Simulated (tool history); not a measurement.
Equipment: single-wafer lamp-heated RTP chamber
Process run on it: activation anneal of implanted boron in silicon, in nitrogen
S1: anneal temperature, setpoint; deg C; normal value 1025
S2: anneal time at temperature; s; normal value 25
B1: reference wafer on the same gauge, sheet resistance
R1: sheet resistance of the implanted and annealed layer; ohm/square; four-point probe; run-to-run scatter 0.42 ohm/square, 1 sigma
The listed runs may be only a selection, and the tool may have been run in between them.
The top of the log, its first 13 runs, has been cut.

{"run": 14, "hour": 1121.6, "S1": 1025, "S2": 25, "B1": 100.59, "R1": 110.89}
{"run": 15, "hour": 1222.8, "S1": 1025, "S2": 25, "B1": 100.3, "R1": 110.43}
{"run": 16, "hour": 1307.5, "S1": 1025, "S2": 15, "B1": 100.61, "R1": 110.69}
{"run": 17, "hour": 1394.2, "S1": 1008, "S2": 14, "B1": 100.7, "R1": 113.77}
{"run": 18, "hour": 1432.0, "S1": 1008, "S2": 32, "B1": 100.61, "R1": 111.68}
{"run": 19, "hour": 1516.0, "S1": 1049, "S2": 13, "B1": 100.64, "R1": 109.21}
{"run": 20, "hour": 1581.7, "S1": 1025, "S2": 11, "B1": 100.63, "R1": 111.91}
{"hour": 1616.3, "done": "gauge calibrated"}
{"run": 21, "hour": 1670.0, "S1": 1025, "S2": 29, "B1": 97.09, "R1": 105.75}
{"hour": 1686.2, "done": "reflector plate cleaned"}
{"hour": 1700.5, "done": "pyrometer window cleaned and pyrometer calibrated"}
{"run": 22, "hour": 1741.6, "S1": 1025, "S2": 25, "B1": 97.37, "R1": 106.68}
{"run": 23, "hour": 1791.1, "S1": 1040, "S2": 21, "B1": 97.73, "R1": 105.9}
{"run": 24, "hour": 1872.7, "S1": 1050, "S2": 10, "B1": 97.84, "R1": 106.49}
{"run": 25, "hour": 1969.9, "S1": 1025, "S2": 25, "B1": 97.94, "R1": 106.72}
{"run": 26, "hour": 2044.3, "S1": 1005, "S2": 30, "B1": 98.2, "R1": 110.3}
{"run": 27, "hour": 2112.7, "S1": 1015, "S2": 35, "B1": 98.54, "R1": 108.6}
{"run": 28, "hour": 2192.0, "S1": 1034, "S2": 25, "B1": 98.63, "R1": 106.97}
{"run": 29, "hour": 2251.4, "S1": 1053, "S2": 40, "B1": 98.52, "R1": 104.76}
{"hour": 2305.6, "done": "reflector plate cleaned"}
{"hour": 2311.4, "done": "pyrometer window cleaned and pyrometer calibrated"}
{"run": 30, "hour": 2313.3, "S1": 1038, "S2": 14, "B1": 98.82, "R1": 107.14}
{"run": 31, "hour": 2388.0, "S1": 1050, "S2": 37, "B1": 98.76, "R1": 104.37}
{"run": 32, "hour": 2494.7, "S1": 1011, "S2": 25, "B1": 99.12, "R1": 109.67}
{"run": 33, "hour": 2602.5, "S1": 1025, "S2": 25, "B1": 99.4, "R1": 108.51}

Run 34 comes next. What will it give?
{"run": 34, "hour": 2643.2, "S1": 1025, "S2": 25, "B1": "?", "R1": "?"}

Logged for run 34: B1 99.43, R1 108.79 ohm/square.
With no hidden state in the tool, this same run would have given R1 106.20 ohm/square.
